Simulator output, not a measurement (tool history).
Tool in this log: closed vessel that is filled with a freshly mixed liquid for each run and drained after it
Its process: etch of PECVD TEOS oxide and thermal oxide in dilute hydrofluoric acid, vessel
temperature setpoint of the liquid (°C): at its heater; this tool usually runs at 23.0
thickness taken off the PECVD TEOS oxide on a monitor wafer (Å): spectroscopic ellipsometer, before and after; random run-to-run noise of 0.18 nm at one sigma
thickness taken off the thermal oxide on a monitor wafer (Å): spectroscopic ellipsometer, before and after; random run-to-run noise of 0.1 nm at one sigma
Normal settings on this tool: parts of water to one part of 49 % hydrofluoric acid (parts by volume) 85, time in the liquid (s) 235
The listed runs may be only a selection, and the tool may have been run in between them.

run	day	temperature setpoint of the liquid (°C)	parts of water to one part of 49 % hydrofluoric acid (parts by volume)	time in the liquid (s)	wafers since the last listed run	hours since the thermometer was replaced	hours since the hydrofluoric acid flow meter was replaced	hours since the gauge calibration	read-back film thickness of the PECVD TEOS oxide reference wafer, read on the same gauge (nm)	read-back film thickness of the thermal oxide reference wafer, read on the same gauge (nm)	thickness taken off the PECVD TEOS oxide on a monitor wafer (Å)	thickness taken off the thermal oxide on a monitor wafer (Å)
1	0.000	23.0	110	235	0	1367.0	797.9	428.5	98.38	59.06	169.4	88.8
2	2.204	23.0	85	235	4500	1419.9	850.8	481.4	98.16	58.91	224.3	118.1
3	4.292	23.0	85	235	4261	1470.0	900.9	531.5	97.94	58.75	225.9	119.5
4	6.500	23.0	85	315	4508	1523.0	953.9	584.5	97.76	58.66	303.7	158.5
5	9.550	23.0	85	315	6226	1596.2	1027.1	657.7	97.45	58.48	303.1	156.7
# day 10.000: gauge calibrated
6	11.604	23.0	85	315	4193	1645.5	1076.4	38.5	99.36	59.62	307.1	159.4
7	13.717	23.0	85	235	4312	1696.2	1127.1	89.2	99.19	59.51	229.6	119.3
8	16.958	23.0	85	235	6618	1774.0	1204.9	167.0	98.86	59.29	227.0	117.6
# day 27.779: thermometer replaced
9	27.933	20.5	45	340	22321	3.7	1468.3	430.4	97.75	58.63	586.0	307.0
# day 29.996: hydrofluoric acid flow meter replaced
10	30.158	27.0	105	335	4457	57.1	3.9	483.8	97.56	58.54	297.4	156.8
11	34.329	23.0	85	335	8515	157.2	104.0	583.9	97.19	58.34	320.6	167.8
12	38.396	23.0	85	235	8302	254.8	201.6	681.5	96.79	58.05	220.0	118.6
13	42.375	23.0	85	120	8123	350.3	297.1	777.0	96.38	57.80	114.3	60.5
# day 42.608: gauge calibrated
14	44.921	27.5	85	110	5197	411.4	358.2	55.5	99.45	59.64	129.6	67.1
15	48.054	23.0	85	235	6397	486.6	433.4	130.7	99.14	59.51	233.5	121.5
16	51.362	23.0	50	130	6754	566.0	512.8	210.1	98.83	59.30	222.6	118.7
17	53.488	27.5	55	170	4338	617.0	563.8	261.1	98.59	59.18	318.0	167.0

Selected run-to-run steps in thickness taken off the PECVD TEOS oxide on a monitor wafer (Å), each split into two signed amounts: the part the tool would show with no hidden state at all (from settings, incoming material and random variation), and the remainder, which goes to the hidden state together with any gauge scatter not common to the measured and the hidden-state-free results:
The hidden state here: liquid colder than its thermometer reads (K); hydrofluoric acid flow below the setpoint (%); gauge reads high (%).
Run 8 -> 9: temperature setpoint of the liquid (°C) 23.0 -> 20.5, parts of water to one part of 49 % hydrofluoric acid (parts by volume) 85 -> 45, time in the liquid (s) 235 -> 340, thermometer replaced. thickness taken off the PECVD TEOS oxide on a monitor wafer (Å) +359.0: hidden state -10.7, all else +369.7.
